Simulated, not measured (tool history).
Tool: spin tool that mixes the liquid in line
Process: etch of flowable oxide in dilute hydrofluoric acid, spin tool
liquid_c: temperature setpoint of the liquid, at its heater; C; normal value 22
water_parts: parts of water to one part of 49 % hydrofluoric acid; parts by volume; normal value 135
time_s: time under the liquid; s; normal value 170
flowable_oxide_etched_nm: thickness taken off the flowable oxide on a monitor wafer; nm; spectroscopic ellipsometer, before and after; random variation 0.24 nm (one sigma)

| run | hour | liquid_c | water_parts | time_s | read-back film thickness of the flowable oxide reference wafer, read on the same gauge (nm) | flowable_oxide_etched_nm |
|---|---|---|---|---|---|---|
| 1 | 0 | 18.5 | 135 | 170 | 59.99 | 36.98 |
| 2 | 55 | 18.5 | 135 | 170 | 60.01 | 36.57 |
| 3 | 103.4 | 22 | 135 | 170 | 59.99 | 42.71 |
| 4 | 148.5 | 22 | 135 | 170 | 60 | 42.56 |
| 5 | 193.9 | 22 | 135 | 170 | 60 | 43.02 |
| 6 | 231.6 | 25.5 | 135 | 170 | 59.98 | 49.02 |
| 7 | 281 | 22 | 135 | 170 | 59.99 | 43.43 |
| 8 | 305.6 | 22 | 135 | 170 | 59.99 | 43.42 |
| 9 | 356.9 | 22 | 135 | 170 | 60 | 42.97 |
| 10 | 420.5 | 22 | 135 | 170 | 60.01 | 43.21 |
|  | 480.9 | hydrofluoric acid flow meter replaced |
| 11 | 482.7 | 22 | 135 | 170 | 60 | 39.45 |
| 12 | 543.8 | 19.5 | 135 | 170 | 60.01 | 35.93 |
|  | 637.1 | gauge calibrated |
| 13 | 688.9 | 22 | 200 | 130 | 60 | 19.33 |
|  | 721.2 | thermometer replaced |
| 14 | 731.7 | 22 | 135 | 135 | 60 | 35.31 |
| 15 | 766.4 | 18.5 | 190 | 170 | 60 | 25.81 |
| 16 | 895.6 | 19.5 | 200 | 220 | 60 | 32.83 |
| 17 | 936.5 | 22 | 135 | 170 | 60 | 44.18 |
| 18 | 976.9 | 22 | 160 | 225 | 60.01 | 48.34 |
| 19 | 1030.3 | 19 | 200 | 215 | 60 | 31.5 |
| 20 | 1070.5 | 22 | 135 | 170 | 59.99 | 44.39 |
| 21 | 1127.6 | 24.5 | 95 | 115 | 60 | 48.91 |
| 22 | 1162.4 | 22 | 135 | 100 | 60 | 26.36 |
| 23 | 1206.6 | 22 | 135 | 170 | 60 | 44.96 |
| 24 | 1268.9 | 22 | 135 | 170 | 60 | 44.45 |

Alternative continuations, all from the tool just after run 24; predict every row:
| A | 1269.4 | 26.5 | 135 | 170 | ? | ? |
| B | 1269.4 | 22 | 205 | 135 | ? | ? |
| C | 1269.4 | 17 | 100 | 120 | ? | ? |
| D | 1269.4 | 19.5 | 95 | 170 | ? | ? |
| E | 1269.4 | 26 | 155 | 215 | ? | ? |

| run | read-back film thickness of the flowable oxide reference wafer, read on the same gauge (nm) | flowable_oxide_etched_nm |
|---|---|---|
| A | 60.02 | 53.18 |
| B | 60.02 | 21.77 |
| C | 60.02 | 35.8 |
| D | 60.02 | 59.62 |
| E | 60.02 | 56.2 |
Without the tool's unlogged condition, the same runs would have read:
| run | flowable_oxide_etched_nm |
|---|---|
| A | 50.09 |
| B | 20.44 |
| C | 33.98 |
| D | 56.56 |
| E | 52.85 |
